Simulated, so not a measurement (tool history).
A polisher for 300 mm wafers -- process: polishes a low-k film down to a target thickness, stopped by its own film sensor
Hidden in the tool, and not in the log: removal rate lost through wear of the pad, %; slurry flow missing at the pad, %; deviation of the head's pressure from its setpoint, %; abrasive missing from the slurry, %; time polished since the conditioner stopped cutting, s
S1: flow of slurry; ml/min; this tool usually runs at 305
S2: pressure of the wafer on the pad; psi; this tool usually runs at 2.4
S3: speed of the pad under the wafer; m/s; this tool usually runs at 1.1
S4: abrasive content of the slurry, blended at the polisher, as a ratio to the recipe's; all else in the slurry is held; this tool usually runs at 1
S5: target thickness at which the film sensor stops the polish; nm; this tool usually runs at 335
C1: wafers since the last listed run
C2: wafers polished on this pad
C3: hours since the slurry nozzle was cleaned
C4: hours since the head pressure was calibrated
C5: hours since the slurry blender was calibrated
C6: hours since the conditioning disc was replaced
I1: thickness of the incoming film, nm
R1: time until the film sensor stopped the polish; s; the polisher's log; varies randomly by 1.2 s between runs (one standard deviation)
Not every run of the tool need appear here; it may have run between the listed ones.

{"run": 1, "day": 0.0, "S1": 305, "S2": 2.4, "S3": 1.1, "S4": 1, "S5": 335, "C1": 0, "C2": 2714, "C3": 318.1, "C4": 31.9, "C5": 156.9, "C6": 250.1, "I1": 390.9, "R1": 110.7}
{"run": 2, "day": 2.021, "S1": 305, "S2": 2.4, "S3": 1.1, "S4": 1, "S5": 335, "C1": 489, "C2": 3204, "C3": 366.6, "C4": 80.4, "C5": 205.4, "C6": 298.6, "I1": 383.8, "R1": 97.7}
{"run": 3, "day": 3.883, "S1": 305, "S2": 2, "S3": 1.1, "S4": 1.15, "S5": 335, "C1": 451, "C2": 3655, "C3": 411.3, "C4": 125.1, "C5": 250.1, "C6": 343.3, "I1": 391.5, "R1": 126.8}
{"run": 4, "day": 4.967, "S1": 305, "S2": 2.4, "S3": 1.1, "S4": 1, "S5": 335, "C1": 262, "C2": 3918, "C3": 437.3, "C4": 151.1, "C5": 276.1, "C6": 369.3, "I1": 390.8, "R1": 113.8}
{"run": 5, "day": 7.721, "S1": 305, "S2": 2.4, "S3": 1.1, "S4": 1, "S5": 335, "C1": 667, "C2": 4585, "C3": 503.4, "C4": 217.2, "C5": 342.2, "C6": 435.4, "I1": 396.6, "R1": 124.3}
{"day": 8.788, "done": "worn pad replaced by a new one, of another model than before"}
{"run": 6, "day": 8.979, "S1": 305, "S2": 2.4, "S3": 1.1, "S4": 1, "S5": 335, "C1": 264, "C2": 46, "C3": 533.6, "C4": 247.4, "C5": 372.4, "C6": 465.6, "I1": 396.8, "R1": 132.1}
{"run": 7, "day": 10.654, "S1": 305, "S2": 1.9, "S3": 1.1, "S4": 0.7, "S5": 335, "C1": 405, "C2": 452, "C3": 573.8, "C4": 287.6, "C5": 412.6, "C6": 505.8, "I1": 389, "R1": 143.5}
{"run": 8, "day": 12.325, "S1": 245, "S2": 2.4, "S3": 0.9, "S4": 1, "S5": 348, "C1": 404, "C2": 857, "C3": 613.9, "C4": 327.7, "C5": 452.7, "C6": 545.9, "I1": 390.5, "R1": 111.3}
{"day": 12.921, "done": "slurry blender recalibrated"}
{"run": 9, "day": 13.896, "S1": 305, "S2": 2.4, "S3": 1.1, "S4": 1, "S5": 335, "C1": 360, "C2": 1217, "C3": 651.6, "C4": 365.4, "C5": 23.4, "C6": 583.6, "I1": 395.7, "R1": 132}
{"day": 14.525, "done": "conditioning disc replaced and pad reconditioned"}
{"run": 10, "day": 16.512, "S1": 305, "S2": 1.8, "S3": 1.26, "S4": 1, "S5": 335, "C1": 613, "C2": 1831, "C3": 714.4, "C4": 428.2, "C5": 86.2, "C6": 47.7, "I1": 391.5, "R1": 132.6}
{"run": 11, "day": 18.417, "S1": 350, "S2": 2.4, "S3": 1.1, "S4": 1, "S5": 335, "C1": 461, "C2": 2293, "C3": 760.1, "C4": 473.9, "C5": 131.9, "C6": 93.4, "I1": 390.9, "R1": 123.2}
{"run": 12, "day": 19.921, "S1": 350, "S2": 3, "S3": 1.46, "S4": 1, "S5": 335, "C1": 364, "C2": 2657, "C3": 796.2, "C4": 510, "C5": 168, "C6": 129.5, "I1": 390.5, "R1": 91.4}
{"run": 13, "day": 21.071, "S1": 305, "S2": 2.4, "S3": 1.1, "S4": 1, "S5": 335, "C1": 278, "C2": 2936, "C3": 823.8, "C4": 537.6, "C5": 195.6, "C6": 157.1, "I1": 392.6, "R1": 136.3}
{"run": 14, "day": 23.783, "S1": 305, "S2": 2.4, "S3": 1.1, "S4": 1, "S5": 335, "C1": 657, "C2": 3593, "C3": 888.9, "C4": 602.7, "C5": 260.7, "C6": 222.2, "I1": 393.8, "R1": 143.4}

Run 15 has not been measured yet. What should we expect?
{"day": 24.975, "done": "slurry nozzle cleaned"}
{"run": 15, "day": 26.167, "S1": 360, "S2": 2.4, "S3": 1.1, "S4": 1.25, "S5": 335, "C1": 567, "C2": 4161, "C3": 28.6, "C4": 659.9, "C5": 317.9, "C6": 279.4, "I1": 392.7, "R1": "?"}

Run 15 produced R1 103 s.
Without the tool's hidden state the same run would have given R1 101.9 s.
